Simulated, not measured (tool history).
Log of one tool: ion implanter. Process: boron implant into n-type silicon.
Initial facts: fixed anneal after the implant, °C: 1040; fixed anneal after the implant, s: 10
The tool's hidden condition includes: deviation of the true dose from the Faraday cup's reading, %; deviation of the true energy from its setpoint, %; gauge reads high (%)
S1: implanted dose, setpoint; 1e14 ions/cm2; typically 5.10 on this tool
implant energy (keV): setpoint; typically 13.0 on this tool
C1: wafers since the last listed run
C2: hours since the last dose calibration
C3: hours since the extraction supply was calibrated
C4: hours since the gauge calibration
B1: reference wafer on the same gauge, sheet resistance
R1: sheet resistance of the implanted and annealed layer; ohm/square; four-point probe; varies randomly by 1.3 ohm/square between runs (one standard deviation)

Run 1, hour 0.0: usual settings but S1 4.63 1e14 ions/cm2, implant energy (keV) 10.5; C1 0; C2 173.9; C3 3098.6; C4 2262.2; B1 255.46. Result: R1 256.22 ohm/square.
Run 2, hour 92.7: usual settings but S1 4.12 1e14 ions/cm2; C1 1968; C2 266.6; C3 3191.3; C4 2354.9; B1 256.12. Result: R1 272.47 ohm/square.
Run 3, hour 267.6: usual settings but S1 4.12 1e14 ions/cm2; C1 3714; C2 441.5; C3 3366.2; C4 2529.8; B1 255.98. Result: R1 277.01 ohm/square.
Run 4, hour 369.1: usual settings but S1 4.12 1e14 ions/cm2; C1 2155; C2 543.0; C3 3467.7; C4 2631.3; B1 256.25. Result: R1 278.92 ohm/square.
At hour 421.9: extraction supply calibrated.
Run 5, hour 438.2: usual settings; C1 1297; C2 612.1; C3 16.3; C4 2700.4; B1 256.11. Result: R1 235.14 ohm/square.
Run 6, hour 511.0: usual settings; C1 1546; C2 684.9; C3 89.1; C4 2773.2; B1 256.16. Result: R1 233.98 ohm/square.
Run 7, hour 601.0: usual settings; C1 1911; C2 774.9; C3 179.1; C4 2863.2; B1 255.89. Result: R1 234.17 ohm/square.
Run 8, hour 701.1: usual settings but S1 5.50 1e14 ions/cm2, implant energy (keV) 15.0; C1 2125; C2 875.0; C3 279.2; C4 2963.3; B1 256.08. Result: R1 218.36 ohm/square.
At hour 751.8: Faraday cup replaced and dose calibrated.
Run 9, hour 759.4: usual settings but implant energy (keV) 16.0; C1 1068; C2 7.6; C3 337.5; C4 3021.6; B1 255.64. Result: R1 222.08 ohm/square.
Run 10, hour 811.6: usual settings but implant energy (keV) 16.0; C1 1108; C2 59.8; C3 389.7; C4 3073.8; B1 255.60. Result: R1 221.87 ohm/square.
Run 11, hour 855.5: usual settings but implant energy (keV) 16.0; C1 932; C2 103.7; C3 433.6; C4 3117.7; B1 256.30. Result: R1 220.40 ohm/square.
Run 12, hour 907.3: usual settings; C1 1100; C2 155.5; C3 485.4; C4 3169.5; B1 255.83. Result: R1 227.83 ohm/square.
Run 13, hour 965.1: usual settings but S1 6.59 1e14 ions/cm2, implant energy (keV) 16.5; C1 1227; C2 213.3; C3 543.2; C4 3227.3; B1 256.25. Result: R1 178.68 ohm/square.
Run 14, hour 1037.9: usual settings but S1 4.65 1e14 ions/cm2, implant energy (keV) 11.5; C1 1546; C2 286.1; C3 616.0; C4 3300.1; B1 255.70. Result: R1 250.51 ohm/square.
Run 15, hour 1110.5: usual settings but S1 6.02 1e14 ions/cm2, implant energy (keV) 9.5; C1 1541; C2 358.7; C3 688.6; C4 3372.7; B1 256.08. Result: R1 204.10 ohm/square.
Run 16, hour 1212.0: usual settings but S1 6.35 1e14 ions/cm2, implant energy (keV) 11.5; C1 2155; C2 460.2; C3 790.1; C4 3474.2; B1 255.83. Result: R1 192.55 ohm/square.
Run 17, hour 1275.3: usual settings but S1 6.15 1e14 ions/cm2, implant energy (keV) 10.0; C1 1344; C2 523.5; C3 853.4; C4 3537.5; B1 255.35. Result: R1 203.09 ohm/square.
Run 18, hour 1373.5: usual settings but S1 6.10 1e14 ions/cm2, implant energy (keV) 15.0; C1 2085; C2 621.7; C3 951.6; C4 3635.7; B1 256.21. Result: R1 197.45 ohm/square.
Run 19, hour 1476.1: usual settings but S1 4.50 1e14 ions/cm2, implant energy (keV) 11.0; C1 2179; C2 724.3; C3 1054.2; C4 3738.3; B1 256.50. Result: R1 262.80 ohm/square.
Run 20, hour 1553.3: usual settings but S1 5.51 1e14 ions/cm2, implant energy (keV) 16.0; C1 1639; C2 801.5; C3 1131.4; C4 3815.5; B1 255.76. Result: R1 212.87 ohm/square.
At hour 1651.9: Faraday cup replaced and dose calibrated.
Run 21, hour 1652.5: usual settings but S1 4.44 1e14 ions/cm2; C1 1936; C2 0.6; C3 1230.6; C4 3914.7; B1 256.33. Result: R1 252.62 ohm/square.
Run 22, hour 1711.5: usual settings but S1 4.36 1e14 ions/cm2, implant energy (keV) 16.5; C1 1253; C2 59.6; C3 1289.6; C4 3973.7; B1 255.76. Result: R1 251.63 ohm/square.
Run 23, hour 1816.3: usual settings but S1 6.03 1e14 ions/cm2, implant energy (keV) 8.5; C1 2225; C2 164.4; C3 1394.4; C4 4078.5; B1 255.96. Result: R1 203.57 ohm/square.
At hour 1883.3: gauge calibrated.
Run 24, hour 1919.0: usual settings but implant energy (keV) 15.0; C1 2181; C2 267.1; C3 1497.1; C4 35.7; B1 255.53. Result: R1 225.11 ohm/square.
Run 25, hour 2013.3: usual settings but S1 6.50 1e14 ions/cm2, implant energy (keV) 11.5; C1 2002; C2 361.4; C3 1591.4; C4 130.0; B1 255.40. Result: R1 188.63 ohm/square.
Run 26, hour 2111.7: usual settings but S1 4.37 1e14 ions/cm2; C1 2089; C2 459.8; C3 1689.8; C4 228.4; B1 256.03. Result: R1 260.46 ohm/square.
Run 27, hour 2176.7: usual settings; C1 1380; C2 524.8; C3 1754.8; C4 293.4; B1 255.53. Result: R1 230.02 ohm/square.
Run 28, hour 2262.9: usual settings but S1 4.05 1e14 ions/cm2, implant energy (keV) 17.0; C1 1830; C2 611.0; C3 1841.0; C4 379.6; B1 255.84. Result: R1 269.55 ohm/square.
Run 29, hour 2303.5: usual settings; C1 862; C2 651.6; C3 1881.6; C4 420.2; B1 256.38. Result: R1 232.21 ohm/square.
Run 30, hour 2403.4: usual settings but S1 4.30 1e14 ions/cm2, implant energy (keV) 15.5; C1 2121; C2 751.5; C3 1981.5; C4 520.1; B1 256.22. Result: R1 264.75 ohm/square.
Run 31, hour 2475.9: usual settings; C1 1539; C2 824.0; C3 2054.0; C4 592.6; B1 255.32. Result: R1 232.30 ohm/square.
Run 32, hour 2549.0: usual settings but S1 4.12 1e14 ions/cm2; C1 1552; C2 897.1; C3 2127.1; C4 665.7; B1 256.18. Result: R1 281.70 ohm/square.
Run 33, hour 2641.2: usual settings but S1 5.69 1e14 ions/cm2, implant energy (keV) 9.5; C1 1958; C2 989.3; C3 2219.3; C4 757.9; B1 256.20. Result: R1 220.83 ohm/square.
At hour 2679.3: Faraday cup replaced and dose calibrated.
Run 34, hour 2698.2: usual settings but implant energy (keV) 9.5; C1 1040; C2 18.9; C3 2276.3; C4 814.9; B1 255.72. Result: R1 232.71 ohm/square.
Run 35, hour 2788.3: usual settings but S1 5.90 1e14 ions/cm2, implant energy (keV) 9.5; C1 1913; C2 109.0; C3 2366.4; C4 905.0; B1 255.67. Result: R1 205.61 ohm/square.
Run 36, hour 2870.8: usual settings but S1 4.00 1e14 ions/cm2, implant energy (keV) 11.5; C1 1752; C2 191.5; C3 2448.9; C4 987.5; B1 255.75. Result: R1 281.81 ohm/square.

Here are 5 independent what-if runs from the current tool condition. What would each one return?
Run A, hour 2871.2: usual settings; C1 8; C2 191.9; C3 2449.3; C4 987.9; B1 ?. Result: R1 ?.
Run B, hour 2871.2: usual settings but S1 5.95 1e14 ions/cm2; C1 8; C2 191.9; C3 2449.3; C4 987.9; B1 ?. Result: R1 ?.
Run C, hour 2871.2: usual settings but implant energy (keV) 17.5; C1 8; C2 191.9; C3 2449.3; C4 987.9; B1 ?. Result: R1 ?.
Run D, hour 2871.2: usual settings but S1 5.71 1e14 ions/cm2; C1 8; C2 191.9; C3 2449.3; C4 987.9; B1 ?. Result: R1 ?.
Run E, hour 2871.2: usual settings but S1 3.92 1e14 ions/cm2, implant energy (keV) 14.5; C1 8; C2 191.9; C3 2449.3; C4 987.9; B1 ?. Result: R1 ?.

run      B1      R1
  A  255.77  226.09
  B  255.77  198.39
  C  255.77  219.53
  D  255.77  205.50
  E  255.77  277.88
With the hidden condition removed and each run's random variation left untouched, the same runs would have given:
run      R1
  A  224.19
  B  196.69
  C  217.70
  D  203.75
  E  275.61
